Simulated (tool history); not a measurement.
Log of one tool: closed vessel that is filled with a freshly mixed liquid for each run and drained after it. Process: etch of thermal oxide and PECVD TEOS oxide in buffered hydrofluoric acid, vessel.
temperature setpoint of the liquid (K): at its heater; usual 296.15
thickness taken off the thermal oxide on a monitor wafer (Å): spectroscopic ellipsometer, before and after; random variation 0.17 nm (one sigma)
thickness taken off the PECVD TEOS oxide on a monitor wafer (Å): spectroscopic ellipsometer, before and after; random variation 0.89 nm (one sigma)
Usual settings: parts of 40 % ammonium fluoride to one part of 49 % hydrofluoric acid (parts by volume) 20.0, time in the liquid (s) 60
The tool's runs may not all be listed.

run	hour	temperature setpoint of the liquid (K)	parts of 40 % ammonium fluoride to one part of 49 % hydrofluoric acid (parts by volume)	time in the liquid (s)	wafers since the last listed run	hours since the thermometer was replaced	hours since the hydrofluoric acid flow meter was replaced	hours since the gauge calibration	read-back film thickness of the thermal oxide reference wafer, read on the same gauge (nm)	read-back film thickness of the PECVD TEOS oxide reference wafer, read on the same gauge (nm)	thickness taken off the thermal oxide on a monitor wafer (Å)	thickness taken off the PECVD TEOS oxide on a monitor wafer (Å)
1	0.0	296.15	20.0	70	0	461.0	1984.6	504.1	40.00	89.98	358.0	1114.5
2	35.2	296.15	20.0	70	2595	496.2	2019.8	539.3	40.00	90.03	358.5	1095.0
3	135.5	294.15	20.0	85	7394	596.5	2120.1	639.6	39.98	90.03	388.7	1172.9
# hour 218.8: hydrofluoric acid flow meter replaced
4	226.4	294.15	20.0	85	6627	687.4	7.6	730.5	40.05	90.03	430.8	1316.7
5	261.2	296.15	20.0	60	2565	722.2	42.4	765.3	39.99	89.97	338.7	1029.8
6	346.8	296.15	25.0	60	6310	807.8	128.0	850.9	39.98	89.99	292.1	879.4
7	365.5	296.15	25.0	60	1378	826.5	146.7	869.6	39.97	89.98	287.9	882.7
8	398.0	296.15	25.0	60	2396	859.0	179.2	902.1	40.01	90.02	289.3	888.7
# hour 429.5: thermometer replaced
9	430.0	297.15	20.0	60	2285	0.5	211.2	934.1	39.97	89.95	349.0	1050.3
10	459.8	294.15	18.0	95	2196	30.3	241.0	963.9	40.03	90.06	515.5	1566.7
# hour 464.2: gauge calibrated
11	491.2	292.15	20.0	30	2314	61.7	272.4	27.0	40.00	90.00	130.5	407.3
12	518.3	301.15	23.0	35	1997	88.8	299.5	54.1	40.02	89.97	228.2	694.7
13	536.7	296.15	20.0	60	1356	107.2	317.9	72.5	39.99	89.98	326.9	995.7
14	557.9	298.65	22.5	35	1562	128.4	339.1	93.7	40.00	90.00	202.7	612.2
15	591.4	301.15	16.5	35	2469	161.9	372.6	127.2	40.00	90.00	304.0	919.2
16	609.8	296.15	20.0	60	1356	180.3	391.0	145.6	39.97	90.00	327.4	988.9
17	644.6	296.15	26.5	35	2565	215.1	425.8	180.4	40.02	90.02	158.1	478.8
18	661.6	296.15	20.0	60	1253	232.1	442.8	197.4	39.97	89.96	327.1	1014.9
19	690.7	291.65	14.0	60	2145	261.2	471.9	226.5	39.99	90.03	359.3	1095.2
20	710.7	293.65	20.0	60	1474	281.2	491.9	246.5	40.00	90.00	285.4	865.1
21	733.0	296.15	20.0	60	1644	303.5	514.2	268.8	40.03	89.98	328.6	998.8
22	749.4	292.65	14.5	30	1209	319.9	530.6	285.2	40.00	89.97	182.3	555.1
23	770.2	294.15	14.5	90	1533	340.7	551.4	306.0	39.98	89.98	595.2	1800.1
24	784.7	294.15	20.0	75	1068	355.2	565.9	320.5	40.03	90.04	365.3	1125.2
25	811.3	301.15	20.0	60	1961	381.8	592.5	347.1	39.97	90.02	429.5	1317.6

5 ways to go on from here, each from the tool as it stands after run 25. What would each give?
A	812.0	300.65	20.0	60	51	382.5	593.2	347.8	?	?	?	?
B	812.0	291.65	25.5	40	51	382.5	593.2	347.8	?	?	?	?
C	812.0	298.65	26.5	30	51	382.5	593.2	347.8	?	?	?	?
D	812.0	296.15	17.0	60	51	382.5	593.2	347.8	?	?	?	?
E	812.0	292.15	26.0	50	51	382.5	593.2	347.8	?	?	?	?

run	read-back film thickness of the thermal oxide reference wafer, read on the same gauge (nm)	read-back film thickness of the PECVD TEOS oxide reference wafer, read on the same gauge (nm)	thickness taken off the thermal oxide on a monitor wafer (Å)	thickness taken off the PECVD TEOS oxide on a monitor wafer (Å)
A	39.98	90.03	417.7	1284.8
B	39.98	90.03	143.4	441.3
C	39.98	90.03	154.6	475.4
D	39.98	90.03	378.7	1164.9
E	39.98	90.03	182.0	559.8
Without the tool's hidden state the same runs would have given:
run	thickness taken off the thermal oxide on a monitor wafer (Å)	thickness taken off the PECVD TEOS oxide on a monitor wafer (Å)
A	425.0	1307.5
B	145.9	448.8
C	157.3	483.7
D	390.7	1202.0
E	185.1	569.4

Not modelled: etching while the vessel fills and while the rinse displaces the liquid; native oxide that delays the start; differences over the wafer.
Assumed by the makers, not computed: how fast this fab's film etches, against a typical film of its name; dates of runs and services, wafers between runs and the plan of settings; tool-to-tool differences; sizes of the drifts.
